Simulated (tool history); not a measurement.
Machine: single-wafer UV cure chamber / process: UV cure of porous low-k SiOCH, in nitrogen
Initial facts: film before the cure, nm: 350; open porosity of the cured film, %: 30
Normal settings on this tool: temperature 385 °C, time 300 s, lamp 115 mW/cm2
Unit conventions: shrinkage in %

| run | hour | temperature | time | lamp | wafers since the last listed run | hours since the UV bulbs were replaced | wafers since the quartz window was cleaned | shrinkage |
|---|---|---|---|---|---|---|---|---|
| 1 | 0.0 | 385 | 300 | 115 | 0 | 2208.0 | 2213 | 17.438 |
| 2 | 9.6 | 385 | 300 | 115 | 97 | 2217.6 | 2311 | 16.988 |
| 3 | 20.5 | 394 | 300 | 98 | 110 | 2228.5 | 2421 | 16.422 |
| 4 | 36.0 | 394 | 300 | 98 | 157 | 2244.0 | 2578 | 16.491 |
| 5 | 42.3 | 394 | 300 | 98 | 63 | 2250.3 | 2642 | 16.493 |
| 6 | 52.4 | 385 | 300 | 115 | 102 | 2260.4 | 2745 | 17.337 |
| 7 | 60.5 | 385 | 340 | 115 | 82 | 2268.5 | 2827 | 18.136 |
| 8 | 75.4 | 385 | 340 | 115 | 151 | 2283.4 | 2978 | 17.890 |
| 9 | 86.0 | 385 | 340 | 115 | 107 | 2294.0 | 3085 | 17.741 |
| 10 | 102.8 | 373 | 300 | 115 | 170 | 2310.8 | 3256 | 16.995 |
| 11 | 115.5 | 385 | 300 | 115 | 128 | 2323.5 | 3385 | 17.048 |
|  | 132.4 | UV bulbs replaced |
| 12 | 132.9 | 385 | 300 | 102 | 95 | 0.5 | 3480 | 16.250 |
| 13 | 135.8 | 385 | 135 | 115 | 29 | 3.4 | 3509 | 12.404 |
| 14 | 142.6 | 394 | 300 | 98 | 68 | 10.2 | 3578 | 16.178 |
|  | 161.5 | quartz window cleaned |
| 15 | 162.0 | 377 | 165 | 135 | 115 | 29.6 | 5 | 15.581 |
| 16 | 174.0 | 385 | 300 | 115 | 121 | 41.6 | 127 | 18.724 |
| 17 | 183.8 | 385 | 405 | 100 | 99 | 51.4 | 226 | 19.295 |
| 18 | 190.5 | 404 | 480 | 87 | 67 | 58.1 | 294 | 20.103 |
| 19 | 202.5 | 369 | 300 | 147 | 121 | 70.1 | 416 | 19.310 |
| 20 | 212.5 | 385 | 300 | 115 | 101 | 80.1 | 517 | 17.865 |
| 21 | 219.4 | 385 | 230 | 148 | 69 | 87.0 | 587 | 17.869 |
| 22 | 230.4 | 395 | 300 | 115 | 111 | 98.0 | 699 | 18.052 |
| 23 | 262.0 | 385 | 300 | 102 | 320 | 129.6 | 1019 | 17.182 |
| 24 | 278.3 | 394 | 300 | 98 | 165 | 145.9 | 1184 | 17.096 |

Hidden condition of the tool, last listed run before each entry between runs versus first listed run after:
Between runs 11 and 12: UV bulbs replaced (hour 132.4)
  transmission lost against a clean window, %: 21.9 -> 22.1
  what was measured, less what the result would be without the hidden state, shrinkage: -1.530 -> -1.526 %
Between runs 14 and 15: quartz window cleaned (hour 161.5)
  transmission lost against a clean window, %: 22.2 -> 1.63
  what was measured, less what the result would be without the hidden state, shrinkage: -1.530 -> -0.099 %

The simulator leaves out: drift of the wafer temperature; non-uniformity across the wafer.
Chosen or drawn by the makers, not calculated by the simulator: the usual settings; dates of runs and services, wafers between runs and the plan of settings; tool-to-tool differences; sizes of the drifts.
